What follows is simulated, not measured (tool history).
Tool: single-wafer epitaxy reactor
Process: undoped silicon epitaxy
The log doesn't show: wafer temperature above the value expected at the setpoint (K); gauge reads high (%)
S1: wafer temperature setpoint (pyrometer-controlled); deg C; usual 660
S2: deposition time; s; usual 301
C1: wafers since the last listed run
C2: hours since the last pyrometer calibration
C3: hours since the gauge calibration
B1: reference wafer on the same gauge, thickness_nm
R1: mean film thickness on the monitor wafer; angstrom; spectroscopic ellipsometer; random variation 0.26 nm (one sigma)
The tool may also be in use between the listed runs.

run,hour,S1,S2,C1,C2,C3,B1,R1
1,0.0,660,301,0,157.5,1184.0,71.477,642.44
2,41.2,660,301,227,198.7,1225.2,71.643,640.87
3,81.5,666,279,222,239.0,1265.5,71.728,685.06
4,124.5,660,319,237,282.0,1308.5,71.556,684.59
5,193.6,660,301,381,351.1,1377.6,71.683,645.90
6,252.9,660,301,327,410.4,1436.9,71.726,642.88
7,290.1,660,301,205,447.6,1474.1,71.702,646.05
8,396.6,660,301,587,554.1,1580.6,71.807,648.93
9,503.2,660,301,588,660.7,1687.2,71.873,650.96
10,711.4,660,301,1148,868.9,1895.4,72.167,648.57
11,767.6,660,301,310,925.1,1951.6,72.154,650.29
12,1025.1,660,301,1420,1182.6,2209.1,72.342,649.59
13,1110.1,660,301,468,1267.6,2294.1,72.347,653.34
14,1171.9,660,336,340,1329.4,2355.9,72.437,730.46
15,1488.7,660,266,1747,1646.2,2672.7,72.690,577.64
16,1576.6,660,266,484,1734.1,2760.6,72.603,580.59
17,1649.1,660,266,399,1806.6,2833.1,72.824,578.56
18,1724.3,660,301,414,1881.8,2908.3,72.793,654.83
19,1771.0,672,301,257,1928.5,2955.0,72.903,859.75
# hour 1857.0: pyrometer calibrated
20,1962.5,660,301,1012,105.5,3146.5,73.052,657.91
21,2047.7,660,301,470,190.7,3231.7,73.096,660.68
22,2122.9,671,301,414,265.9,3306.9,73.179,837.36
23,2188.6,671,301,362,331.6,3372.6,73.274,842.73
24,2224.7,666,301,199,367.7,3408.7,73.278,757.47
25,2306.3,647,325,450,449.3,3490.3,73.366,533.89
26,2386.9,660,301,444,529.9,3570.9,73.476,657.64
27,2472.6,660,334,472,615.6,3656.6,73.540,739.41
28,2511.5,660,301,214,654.5,3695.5,73.477,657.92
29,2603.6,649,317,508,746.6,3787.6,73.585,545.41
# hour 2695.8: gauge calibrated
30,2842.7,660,245,1319,985.7,146.9,70.491,518.04
31,2950.7,655,349,595,1093.7,254.9,70.824,655.49
32,3030.7,660,301,441,1173.7,334.9,70.779,636.85
33,3090.1,660,301,327,1233.1,394.3,70.775,640.08
34,3176.8,675,256,478,1319.8,481.0,70.819,754.13
35,3221.8,660,301,248,1364.8,526.0,70.892,638.93
36,3304.3,660,254,455,1447.3,608.5,71.046,536.32
37,3346.8,660,322,234,1489.8,651.0,71.008,680.92
38,3415.6,672,285,379,1558.6,719.8,71.086,795.17
39,3511.6,669,247,529,1654.6,815.8,71.161,643.75
40,3556.5,660,328,247,1699.5,860.7,71.170,693.33
41,3638.9,660,301,454,1781.9,943.1,71.252,640.78
42,3733.8,660,266,523,1876.8,1038.0,71.197,568.73
43,3821.5,650,354,483,1964.5,1125.7,71.401,600.75
44,3902.3,660,301,445,2045.3,1206.5,71.419,646.93
45,4181.1,660,301,1538,2324.1,1485.3,71.770,647.06
46,4286.9,653,279,583,2429.9,1591.1,71.771,510.90

3 ways to go on from here, each from the tool as it stands after run 46. What would each give?
A,4287.4,660,301,2,2430.4,1591.6,?,?
B,4287.4,652,251,2,2430.4,1591.6,?,?
C,4287.4,650,260,2,2430.4,1591.6,?,?

run,B1,R1
A,71.769,643.99
B,71.769,447.69
C,71.769,442.89
Without the tool's hidden state the same runs would have given:
run,R1
A,632.74
B,439.86
C,435.14

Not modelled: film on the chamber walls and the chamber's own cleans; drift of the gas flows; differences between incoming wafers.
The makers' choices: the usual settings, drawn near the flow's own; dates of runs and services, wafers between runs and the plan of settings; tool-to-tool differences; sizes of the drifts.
